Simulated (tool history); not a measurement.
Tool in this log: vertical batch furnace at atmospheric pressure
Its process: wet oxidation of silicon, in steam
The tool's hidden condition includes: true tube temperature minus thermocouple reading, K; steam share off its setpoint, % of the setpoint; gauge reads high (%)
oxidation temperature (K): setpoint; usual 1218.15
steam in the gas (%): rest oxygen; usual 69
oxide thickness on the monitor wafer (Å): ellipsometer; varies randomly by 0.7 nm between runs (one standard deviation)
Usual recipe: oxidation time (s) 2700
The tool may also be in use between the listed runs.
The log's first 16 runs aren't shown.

run,hour,oxidation temperature (K),oxidation time (s),steam in the gas (%),wafers since the last listed run,hours since the last temperature calibration,hours since the steam generator was serviced,hours since the gauge calibration,"read-back reference wafer on the same gauge, thickness",oxide thickness on the monitor wafer (Å)
# hour 2109.4: steam generator serviced
17,2126.5,1218.15,2700,69,2564,279.9,17.1,3541.1,240.49,2256.1
# hour 2184.5: gauge calibrated
18,2229.9,1218.15,2700,66,1038,383.3,120.5,45.4,245.31,2233.6
19,2300.2,1218.15,2700,69,705,453.6,190.8,115.7,245.38,2291.2
20,2367.6,1218.15,1500,69,676,521.0,258.2,183.1,245.34,1457.1
21,2432.5,1218.15,2700,76,651,585.9,323.1,248.0,245.51,2471.0
22,2475.3,1218.15,2070,69,429,628.7,365.9,290.8,245.40,1867.8
23,2527.8,1209.15,2010,79,527,681.2,418.4,343.3,245.37,1874.2
24,2767.1,1218.15,2700,69,2402,920.5,657.7,582.6,245.43,2291.1
25,2836.6,1209.15,2010,79,697,990.0,727.2,652.1,245.34,1861.4
26,2931.7,1218.15,2700,69,954,1085.1,822.3,747.2,245.17,2299.9
27,2995.6,1218.15,2700,69,641,1149.0,886.2,811.1,245.23,2296.4
28,3041.7,1209.15,3480,59,462,1195.1,932.3,857.2,244.99,2279.2
29,3115.2,1218.15,2700,69,738,1268.6,1005.8,930.7,244.57,2292.4
30,3288.5,1237.15,2190,61,1740,1441.9,1179.1,1104.0,244.71,2108.4
31,3385.7,1238.15,2700,69,976,1539.1,1276.3,1201.2,244.75,2711.2
32,3491.5,1218.15,2700,69,1062,1644.9,1382.1,1307.0,244.47,2278.5
33,3570.7,1218.15,3120,69,795,1724.1,1461.3,1386.2,244.19,2548.5
34,3632.9,1218.15,2700,69,624,1786.3,1523.5,1448.4,244.48,2290.1
35,3685.1,1228.15,3510,63,524,1838.5,1575.7,1500.6,244.30,2821.1
# hour 3735.6: thermocouples replaced and temperature profile calibrated
36,3747.2,1235.15,2700,66,382,11.6,1637.8,1562.7,244.33,2557.8
37,3827.8,1227.15,2250,75,809,92.2,1718.4,1643.3,243.64,2282.3

3 options for the next run, each taken on its own from the tool as it stands now. Forecast them:
A,3833.0,1201.15,2700,69,52,97.4,1723.6,1648.5,?,?
B,3833.0,1242.15,1500,64,52,97.4,1723.6,1648.5,?,?
C,3833.0,1211.15,4020,69,52,97.4,1723.6,1648.5,?,?

run,"read-back reference wafer on the same gauge, thickness",oxide thickness on the monitor wafer (Å)
A,243.97,1961.4
B,243.97,1726.9
C,243.97,2891.4
With no hidden state in the tool, these same runs would have given:
run,oxide thickness on the monitor wafer (Å)
A,1978.1
B,1741.6
C,2916.0
